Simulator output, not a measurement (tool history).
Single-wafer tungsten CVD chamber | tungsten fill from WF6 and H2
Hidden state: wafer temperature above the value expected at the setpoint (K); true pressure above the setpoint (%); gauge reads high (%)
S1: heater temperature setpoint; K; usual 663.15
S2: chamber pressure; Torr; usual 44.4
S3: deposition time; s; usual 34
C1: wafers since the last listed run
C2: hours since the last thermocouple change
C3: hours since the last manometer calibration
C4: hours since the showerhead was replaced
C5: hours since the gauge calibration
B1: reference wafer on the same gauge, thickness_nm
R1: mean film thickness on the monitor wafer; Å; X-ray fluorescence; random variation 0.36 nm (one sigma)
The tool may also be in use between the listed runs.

| run | hour | S1 | S2 | S3 | C1 | C2 | C3 | C4 | C5 | B1 | R1 |
|---|---|---|---|---|---|---|---|---|---|---|---|
| 1 | 0 | 668.15 | 51.9 | 34 | 0 | 2084.9 | 899.5 | 1966.7 | 1413.3 | 95.788 | 1172.26 |
| 2 | 43.6 | 668.15 | 51.9 | 34 | 1178 | 2128.5 | 943.1 | 2010.3 | 1456.9 | 95.978 | 1172.48 |
| 3 | 138.4 | 668.15 | 51.9 | 34 | 2563 | 2223.3 | 1037.9 | 2105.1 | 1551.7 | 95.76 | 1185.46 |
| 4 | 211.4 | 663.15 | 44.4 | 34 | 1973 | 2296.3 | 1110.9 | 2178.1 | 1624.7 | 95.665 | 973.43 |
| 5 | 303.5 | 663.15 | 44.4 | 34 | 2490 | 2388.4 | 1203 | 2270.2 | 1716.8 | 95.85 | 982.19 |
| 6 | 481.2 | 663.15 | 44.4 | 34 | 4804 | 2566.1 | 1380.7 | 2447.9 | 1894.5 | 95.819 | 987.15 |
| 7 | 539.6 | 663.15 | 44.4 | 34 | 1578 | 2624.5 | 1439.1 | 2506.3 | 1952.9 | 95.754 | 990.23 |
| 8 | 621.5 | 663.15 | 44.4 | 34 | 2214 | 2706.4 | 1521 | 2588.2 | 2034.8 | 95.883 | 990.76 |
| 9 | 671.4 | 663.15 | 44.4 | 34 | 1349 | 2756.3 | 1570.9 | 2638.1 | 2084.7 | 95.766 | 993.69 |
| 10 | 775.8 | 663.15 | 36.1 | 34 | 2822 | 2860.7 | 1675.3 | 2742.5 | 2189.1 | 95.828 | 894.53 |
| 11 | 834 | 672.15 | 38.3 | 29.9 | 1573 | 2918.9 | 1733.5 | 2800.7 | 2247.3 | 95.686 | 985.86 |
| 12 | 931.2 | 663.15 | 51.6 | 34 | 2628 | 3016.1 | 1830.7 | 2897.9 | 2344.5 | 95.803 | 1081.28 |
|  | 966.4 | thermocouple changed; heater temperature recalibrated |
| 13 | 1009.6 | 663.15 | 35.4 | 34 | 1903 | 43.2 | 1909.1 | 2976.3 | 2422.9 | 95.836 | 856.34 |
| 14 | 1096 | 663.15 | 36.2 | 34 | 2336 | 129.6 | 1995.5 | 3062.7 | 2509.3 | 95.971 | 867.44 |
| 15 | 1141.9 | 663.15 | 44.4 | 34 | 1241 | 175.5 | 2041.4 | 3108.6 | 2555.2 | 95.848 | 967.17 |
| 16 | 1238 | 663.15 | 37.5 | 32.1 | 2598 | 271.6 | 2137.5 | 3204.7 | 2651.3 | 95.739 | 834.97 |
| 17 | 1278.5 | 656.15 | 50.6 | 38.9 | 1095 | 312.1 | 2178 | 3245.2 | 2691.8 | 95.66 | 1010.24 |
| 18 | 1358.7 | 676.15 | 49.5 | 34 | 2168 | 392.3 | 2258.2 | 3325.4 | 2772 | 95.803 | 1345.94 |
| 19 | 1435.3 | 659.15 | 48.9 | 34 | 2071 | 468.9 | 2334.8 | 3402 | 2848.6 | 95.74 | 927.82 |
| 20 | 1540.8 | 663.15 | 44.4 | 37.8 | 2852 | 574.4 | 2440.3 | 3507.5 | 2954.1 | 95.715 | 1085.3 |
| 21 | 1590.8 | 663.15 | 49.5 | 31.9 | 1351 | 624.4 | 2490.3 | 3557.5 | 3004.1 | 95.827 | 968.18 |
| 22 | 1676.6 | 671.15 | 44.4 | 30.9 | 2319 | 710.2 | 2576.1 | 3643.3 | 3089.9 | 95.785 | 1048.17 |
|  | 1759.1 | gauge calibrated |
| 23 | 1762.8 | 651.15 | 44.4 | 34 | 2330 | 796.4 | 2662.3 | 3729.5 | 3.7 | 95.81 | 744.75 |
| 24 | 1834.3 | 663.15 | 44.4 | 36 | 1933 | 867.9 | 2733.8 | 3801 | 75.2 | 95.655 | 1038.17 |
|  | 1905.9 | capacitance manometer re-zeroed and calibrated |
|  | 1905.9 | showerhead replaced |
| 25 | 2141.2 | 663.15 | 44.4 | 34 | 8079 | 1174.8 | 235.3 | 235.3 | 382.1 | 95.798 | 957.57 |
| 26 | 2233.2 | 663.15 | 44.4 | 34 | 2487 | 1266.8 | 327.3 | 327.3 | 474.1 | 95.721 | 958.4 |
| 27 | 2386.5 | 675.15 | 40.8 | 29.6 | 4144 | 1420.1 | 480.6 | 480.6 | 627.4 | 95.66 | 1033.04 |
| 28 | 2484 | 663.15 | 44.4 | 34 | 2636 | 1517.6 | 578.1 | 578.1 | 724.9 | 95.696 | 959.32 |
| 29 | 2539.4 | 663.15 | 52.7 | 40.7 | 1497 | 1573 | 633.5 | 633.5 | 780.3 | 95.771 | 1247.82 |
| 30 | 2616.3 | 663.15 | 44.4 | 34 | 2079 | 1649.9 | 710.4 | 710.4 | 857.2 | 95.787 | 964.77 |
| 31 | 2678.6 | 673.15 | 44.4 | 30.8 | 1684 | 1712.2 | 772.7 | 772.7 | 919.5 | 95.751 | 1084.77 |
| 32 | 2720.7 | 669.15 | 44.4 | 34 | 1138 | 1754.3 | 814.8 | 814.8 | 961.6 | 95.825 | 1093.72 |
| 33 | 2815.4 | 663.15 | 44.4 | 34 | 2560 | 1849 | 909.5 | 909.5 | 1056.3 | 95.869 | 979.02 |
| 34 | 2893.9 | 656.15 | 44.4 | 29.7 | 2122 | 1927.5 | 988 | 988 | 1134.8 | 95.867 | 730.73 |

4 ways to go on from here, each from the tool as it stands after run 34. What would each give?
| A | 2894.3 | 663.15 | 44.4 | 34 | 10 | 1927.9 | 988.4 | 988.4 | 1135.2 | ? | ? |
| B | 2894.3 | 663.15 | 35.2 | 39.6 | 10 | 1927.9 | 988.4 | 988.4 | 1135.2 | ? | ? |
| C | 2894.3 | 674.15 | 44.4 | 34 | 10 | 1927.9 | 988.4 | 988.4 | 1135.2 | ? | ? |
| D | 2894.3 | 675.15 | 44.4 | 34 | 10 | 1927.9 | 988.4 | 988.4 | 1135.2 | ? | ? |

| run | B1 | R1 |
|---|---|---|
| A | 95.695 | 975.69 |
| B | 95.695 | 1007.92 |
| C | 95.695 | 1230.34 |
| D | 95.695 | 1255.33 |
Without the tool's hidden state the same runs would have given:
| run | R1 |
|---|---|
| A | 951.14 |
| B | 982.38 |
| C | 1201.11 |
| D | 1225.59 |
